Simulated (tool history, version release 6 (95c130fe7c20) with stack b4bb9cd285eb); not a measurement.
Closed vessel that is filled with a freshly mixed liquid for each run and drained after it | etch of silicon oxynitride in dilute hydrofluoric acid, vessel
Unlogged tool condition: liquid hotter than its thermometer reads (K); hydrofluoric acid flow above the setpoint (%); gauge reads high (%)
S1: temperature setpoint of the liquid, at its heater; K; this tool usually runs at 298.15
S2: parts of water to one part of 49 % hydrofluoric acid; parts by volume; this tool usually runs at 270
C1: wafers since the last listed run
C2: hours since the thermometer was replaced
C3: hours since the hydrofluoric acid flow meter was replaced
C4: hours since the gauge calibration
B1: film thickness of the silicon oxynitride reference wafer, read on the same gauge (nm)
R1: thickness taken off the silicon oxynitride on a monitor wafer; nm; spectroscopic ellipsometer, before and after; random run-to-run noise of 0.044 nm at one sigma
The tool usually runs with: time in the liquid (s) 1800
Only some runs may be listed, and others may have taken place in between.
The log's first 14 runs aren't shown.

run 15 day=48.496 | S1=299.65 S2=325 time_in_the_liquid_(s)=875 | C1=3353 C2=855.5 C3=803.8 C4=965.2 | B1=59.99 | R1=4.21
run 16 day=50.171 | S1=294.15 S2=220 time_in_the_liquid_(s)=2845 | C1=1336 C2=895.7 C3=844.0 C4=1005.4 | B1=59.98 | R1=17.15
-- day=52.242 hydrofluoric acid flow meter replaced
run 17 day=52.567 | S1=298.15 S2=270 time_in_the_liquid_(s)=1800 | C1=1877 C2=953.2 C3=7.8 C4=1062.9 | B1=60.00 | R1=9.96
run 18 day=55.054 | S1=295.15 S2=310 time_in_the_liquid_(s)=2635 | C1=1984 C2=1012.9 C3=67.5 C4=1122.6 | B1=60.02 | R1=10.89
run 19 day=56.654 | S1=300.65 S2=270 time_in_the_liquid_(s)=1800 | C1=1276 C2=1051.3 C3=105.9 C4=1161.0 | B1=59.99 | R1=11.04
run 20 day=58.567 | S1=302.65 S2=230 time_in_the_liquid_(s)=1090 | C1=1525 C2=1097.2 C3=151.8 C4=1206.9 | B1=59.98 | R1=8.91
run 21 day=61.071 | S1=298.15 S2=340 time_in_the_liquid_(s)=870 | C1=1997 C2=1157.3 C3=211.9 C4=1267.0 | B1=60.01 | R1=3.67
-- day=63.204 thermometer replaced
run 22 day=65.288 | S1=295.65 S2=225 time_in_the_liquid_(s)=1800 | C1=3330 C2=50.0 C3=313.1 C4=1368.2 | B1=59.98 | R1=11.19
run 23 day=68.338 | S1=298.15 S2=270 time_in_the_liquid_(s)=1025 | C1=2432 C2=123.2 C3=386.3 C4=1441.4 | B1=60.01 | R1=5.74
run 24 day=70.883 | S1=296.15 S2=185 time_in_the_liquid_(s)=2560 | C1=2030 C2=184.3 C3=447.4 C4=1502.5 | B1=60.05 | R1=20.53
run 25 day=75.933 | S1=300.15 S2=365 time_in_the_liquid_(s)=1800 | C1=4028 C2=305.5 C3=568.6 C4=1623.7 | B1=60.00 | R1=7.65
run 26 day=78.333 | S1=299.65 S2=325 time_in_the_liquid_(s)=1455 | C1=1914 C2=363.1 C3=626.2 C4=1681.3 | B1=60.01 | R1=6.96
run 27 day=81.679 | S1=295.15 S2=350 time_in_the_liquid_(s)=2565 | C1=2668 C2=443.4 C3=706.5 C4=1761.6 | B1=59.96 | R1=9.32
run 28 day=85.775 | S1=294.65 S2=345 time_in_the_liquid_(s)=2770 | C1=3267 C2=541.7 C3=804.8 C4=1859.9 | B1=59.99 | R1=10.14
-- day=88.467 hydrofluoric acid flow meter replaced
run 29 day=89.175 | S1=298.15 S2=145 time_in_the_liquid_(s)=2880 | C1=2678 C2=623.3 C3=17.0 C4=1941.5 | B1=59.98 | R1=32.58
run 30 day=93.042 | S1=295.65 S2=230 time_in_the_liquid_(s)=2305 | C1=3084 C2=716.1 C3=109.8 C4=2034.3 | B1=59.99 | R1=13.92
run 31 day=97.221 | S1=298.15 S2=270 time_in_the_liquid_(s)=1005 | C1=3333 C2=816.4 C3=210.1 C4=2134.6 | B1=59.99 | R1=5.60
run 32 day=101.612 | S1=298.15 S2=270 time_in_the_liquid_(s)=1800 | C1=3503 C2=921.8 C3=315.5 C4=2240.0 | B1=60.00 | R1=10.06

Forecast each of these 4 alternatives for the next run:
run A day=101.662 | S1=298.15 S2=270 time_in_the_liquid_(s)=1800 | C1=39 C2=923.0 C3=316.7 C4=2241.2 | B1=? | R1=?
run B day=101.662 | S1=299.65 S2=345 time_in_the_liquid_(s)=1085 | C1=39 C2=923.0 C3=316.7 C4=2241.2 | B1=? | R1=?
run C day=101.662 | S1=298.15 S2=270 time_in_the_liquid_(s)=2565 | C1=39 C2=923.0 C3=316.7 C4=2241.2 | B1=? | R1=?
run D day=101.662 | S1=296.65 S2=270 time_in_the_liquid_(s)=2420 | C1=39 C2=923.0 C3=316.7 C4=2241.2 | B1=? | R1=?

run=A B1=60.02 R1=10.10
run=B B1=60.02 R1=4.81
run=C B1=60.02 R1=14.40
run=D B1=60.02 R1=12.74
Without the tool's hidden state the same runs would have given:
run=A R1=9.95
run=B R1=4.73
run=C R1=14.17
run=D R1=12.54

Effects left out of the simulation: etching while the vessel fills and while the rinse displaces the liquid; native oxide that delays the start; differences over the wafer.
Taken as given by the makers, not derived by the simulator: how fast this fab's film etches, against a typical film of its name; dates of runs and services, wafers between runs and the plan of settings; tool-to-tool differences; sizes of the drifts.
